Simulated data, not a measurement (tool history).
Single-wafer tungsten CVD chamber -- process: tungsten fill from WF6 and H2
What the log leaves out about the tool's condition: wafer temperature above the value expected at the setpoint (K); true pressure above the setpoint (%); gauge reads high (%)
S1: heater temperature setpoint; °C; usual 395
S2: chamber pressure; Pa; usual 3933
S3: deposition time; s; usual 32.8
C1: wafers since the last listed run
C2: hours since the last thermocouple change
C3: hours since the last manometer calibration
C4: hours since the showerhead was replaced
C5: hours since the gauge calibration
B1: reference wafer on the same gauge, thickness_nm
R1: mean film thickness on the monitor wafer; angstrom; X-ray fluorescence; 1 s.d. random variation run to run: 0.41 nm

run    hour   S1    S2    S3    C1      C2      C3      C4      C5      B1       R1
  1       0  395  3386  32.8     0  1301.7  1789.9  2590.5  1211.6  83.654   748.04
  2    31.4  395  3386  32.8   981  1333.1  1821.3  2621.9    1243  83.807   737.42
       75.3  -- gauge calibrated
  3    77.8  395  3933  32.8  1450  1379.5  1867.7  2668.3     2.5   83.84   823.08
  4     118  395  3933  32.8  1256  1419.7  1907.9  2708.5    42.7  83.698   816.92
  5   176.7  395  3933  32.8  1834  1478.4  1966.6  2767.2   101.4  83.823   823.15
  6   235.1  395  4626  32.8  1825  1536.8    2025  2825.6   159.8  83.825   921.35
  7   296.4  395  4626  32.8  1916  1598.1  2086.3  2886.9   221.1  83.816   912.99
  8   357.9  395  4626  32.8  1922  1659.6  2147.8  2948.4   282.6  83.605   918.39
  9   411.6  395  3933  32.8  1678  1713.3  2201.5  3002.1   336.3   83.87    822.2
 10   478.9  395  3933  32.8  2103  1780.6  2268.8  3069.4   403.6  83.835   829.06
 11   504.2  395  3933  36.7   790  1805.9  2294.1  3094.7   428.9  83.716   931.64
        565  -- thermocouple changed; heater temperature recalibrated
 12   569.1  395  3933  36.7  1778     4.1    2359  3159.6   493.8  83.786   926.65
 13   611.8  395  3933  32.8  1334    46.8  2401.7  3202.3   536.5  83.818   822.71
      638.1  -- showerhead replaced
 14   649.7  395  3933  32.8   934    84.7  2439.6    11.6   574.4  83.774   824.41
      736.8  -- capacitance manometer re-zeroed and calibrated
 15   827.6  395  3933  32.8  5311   262.6    90.8   189.5   752.3  83.772    826.9
 16   871.8  387  3933  32.8  1381   306.8     135   233.7   796.5  83.724   711.57
 17   917.5  395  3933  32.8  1428   352.5   180.7   279.4   842.2  83.791   828.41
 18   943.7  395  3933  32.8   819   378.7   206.9   305.6   868.4  83.856   823.75
 19   973.6  399  3933  38.8   934   408.6   236.8   335.5   898.3  83.887  1048.97
 20  1027.4  406  4360  26.6  1681   462.4   290.6   389.3   952.1  83.775   873.76
 21  1093.5  406  4360  26.6  2066   528.5   356.7   455.4  1018.2  83.711   863.82
 22  1150.4  386  4453  32.8  1778   585.4   413.6   512.3  1075.1  83.787   756.79
     1186.9  -- gauge calibrated
 23  1218.7  395  3933  32.8  2135   653.7   481.9   580.6    31.8  83.841   823.26
 24  1271.3  405  3933    30  1644   706.3   534.5   633.2    84.4  83.817   902.65
 25  1327.8  405  4280  35.1  1766   762.8     591   689.7   140.9  83.817  1121.99
 26  1377.3  395  3226  30.4  1547   812.3   640.5   739.2   190.4  83.816    670.1

What does the tool deliver on the next run?
 27  1422.7  385  2973  32.8  1419  857.7  685.9  784.6  235.8   ?   ?

B1: 83.794
R1: 557.55 angstrom
Had the tool carried no hidden state, the very same run would have given R1 557.55 angstrom.

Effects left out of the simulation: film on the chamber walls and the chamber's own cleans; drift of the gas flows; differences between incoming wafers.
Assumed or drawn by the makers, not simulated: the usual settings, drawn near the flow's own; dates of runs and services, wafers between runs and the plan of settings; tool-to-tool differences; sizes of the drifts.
